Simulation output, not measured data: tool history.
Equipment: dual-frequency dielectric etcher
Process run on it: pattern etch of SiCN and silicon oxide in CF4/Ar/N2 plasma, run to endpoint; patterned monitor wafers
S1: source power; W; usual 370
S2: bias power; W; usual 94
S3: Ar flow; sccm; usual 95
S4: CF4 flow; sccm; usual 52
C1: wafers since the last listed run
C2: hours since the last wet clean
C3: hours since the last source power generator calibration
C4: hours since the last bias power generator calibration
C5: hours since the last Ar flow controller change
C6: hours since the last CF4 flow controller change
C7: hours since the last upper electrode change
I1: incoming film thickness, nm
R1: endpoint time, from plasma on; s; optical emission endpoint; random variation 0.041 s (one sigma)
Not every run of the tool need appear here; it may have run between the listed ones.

run,hour,S1,S2,S3,S4,C1,C2,C3,C4,C5,C6,C7,I1,R1
1,0.0,370,94,95,52,0,3.8,19.7,4912.9,11.7,3897.2,42.7,10.94,13.7
# hour 9.4: CF4 flow controller replaced
# hour 16.8: bias power generator calibrated
2,17.3,370,94,95,52,94,21.1,37.0,0.5,29.0,7.9,60.0,10.86,13.6
3,23.4,370,94,95,52,79,27.2,43.1,6.6,35.1,14.0,66.1,10.97,13.7
4,41.1,370,94,95,52,230,44.9,60.8,24.3,52.8,31.7,83.8,10.84,13.6
5,58.7,410,94,95,52,228,62.5,78.4,41.9,70.4,49.3,101.4,10.87,12.8
6,69.8,370,94,95,52,144,73.6,89.5,53.0,81.5,60.4,112.5,10.93,13.6
7,77.3,370,94,95,52,97,81.1,97.0,60.5,89.0,67.9,120.0,10.90,13.7
8,86.1,310,94,103,57,114,89.9,105.8,69.3,97.8,76.7,128.8,10.84,14.9
9,97.0,370,80,119,56,141,100.8,116.7,80.2,108.7,87.6,139.7,10.78,14.6
10,108.1,410,75,78,52,144,111.9,127.8,91.3,119.8,98.7,150.8,10.89,13.4
11,115.3,370,101,95,52,93,119.1,135.0,98.5,127.0,105.9,158.0,11.02,13.5
12,121.4,290,116,76,46,79,125.2,141.1,104.6,133.1,112.0,164.1,10.90,14.1
13,133.8,370,94,95,52,161,137.6,153.5,117.0,145.5,124.4,176.5,10.72,13.5
14,149.5,340,94,113,52,204,153.3,169.2,132.7,161.2,140.1,192.2,10.88,14.8
15,162.2,370,94,83,52,165,166.0,181.9,145.4,173.9,152.8,204.9,10.93,13.4
16,170.6,290,94,95,52,109,174.4,190.3,153.8,182.3,161.2,213.3,10.96,15.7
17,181.8,370,94,95,52,145,185.6,201.5,165.0,193.5,172.4,224.5,10.89,13.7
18,194.4,370,94,95,52,163,198.2,214.1,177.6,206.1,185.0,237.1,10.97,13.9
19,201.4,370,85,102,52,91,205.2,221.1,184.6,213.1,192.0,244.1,10.76,14.3
20,216.8,450,94,78,62,200,220.6,236.5,200.0,228.5,207.4,259.5,10.81,11.4
21,227.5,370,94,95,52,139,231.3,247.2,210.7,239.2,218.1,270.2,11.03,13.9
22,242.5,450,94,95,52,195,246.3,262.2,225.7,254.2,233.1,285.2,10.91,12.3
23,258.1,330,94,118,44,202,261.9,277.8,241.3,269.8,248.7,300.8,10.77,15.5
24,274.3,450,94,78,62,210,278.1,294.0,257.5,286.0,264.9,317.0,10.95,11.6

Entry by entry between the runs, the difference in hidden state between the last listed run before and the first listed run after:
From run 1 to run 2: CF4 flow controller replaced (hour 9.4); bias power generator calibrated (hour 16.8)
  etch rate over this chamber's usual, %: -0.405 -> -0.468
